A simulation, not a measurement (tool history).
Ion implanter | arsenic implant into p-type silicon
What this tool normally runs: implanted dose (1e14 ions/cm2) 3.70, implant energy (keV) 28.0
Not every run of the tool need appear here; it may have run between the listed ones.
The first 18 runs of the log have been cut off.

run	hour	implanted dose (1e14 ions/cm2)	implant energy (keV)	read-back reference wafer on the same gauge, sheet resistance	sheet resistance of the implanted and annealed layer (ohm/square)
19	253.7	2.87	34.5	257.23	294.81
20	260.8	2.98	28.0	256.67	295.29
21	271.1	3.70	28.0	256.63	249.87
22	287.2	4.42	36.0	257.11	210.88
# hour 299.9: extraction supply calibrated
23	300.4	3.70	28.0	256.97	250.73
24	300.7	4.04	28.0	257.16	234.76
25	315.9	3.06	21.0	256.84	298.84
26	322.2	4.05	28.0	257.33	233.45
27	330.6	2.75	28.0	256.96	311.17
28	342.8	3.29	28.0	257.03	272.88
29	351.2	3.98	28.0	257.15	235.55
30	363.8	2.99	23.5	256.78	297.86
31	370.3	2.99	28.0	256.88	289.92
32	386.4	3.70	28.0	256.78	247.95
33	404.0	4.03	35.5	256.90	224.42

Predict each of these 5 candidate next runs independently; none follows another, all start after run 33:
A	404.4	3.70	28.0	?	?
B	404.4	3.15	23.5	?	?
C	404.4	3.40	22.5	?	?
D	404.4	4.16	33.5	?	?
E	404.4	4.29	24.0	?	?

run	read-back reference wafer on the same gauge, sheet resistance	sheet resistance of the implanted and annealed layer (ohm/square)
A	256.80	248.57
B	256.80	287.14
C	256.80	272.82
D	256.80	221.92
E	256.80	227.61
Had the tool no hidden state, the same runs would have come out as:
run	sheet resistance of the implanted and annealed layer (ohm/square)
A	252.46
B	291.64
C	277.09
D	225.41
E	231.12

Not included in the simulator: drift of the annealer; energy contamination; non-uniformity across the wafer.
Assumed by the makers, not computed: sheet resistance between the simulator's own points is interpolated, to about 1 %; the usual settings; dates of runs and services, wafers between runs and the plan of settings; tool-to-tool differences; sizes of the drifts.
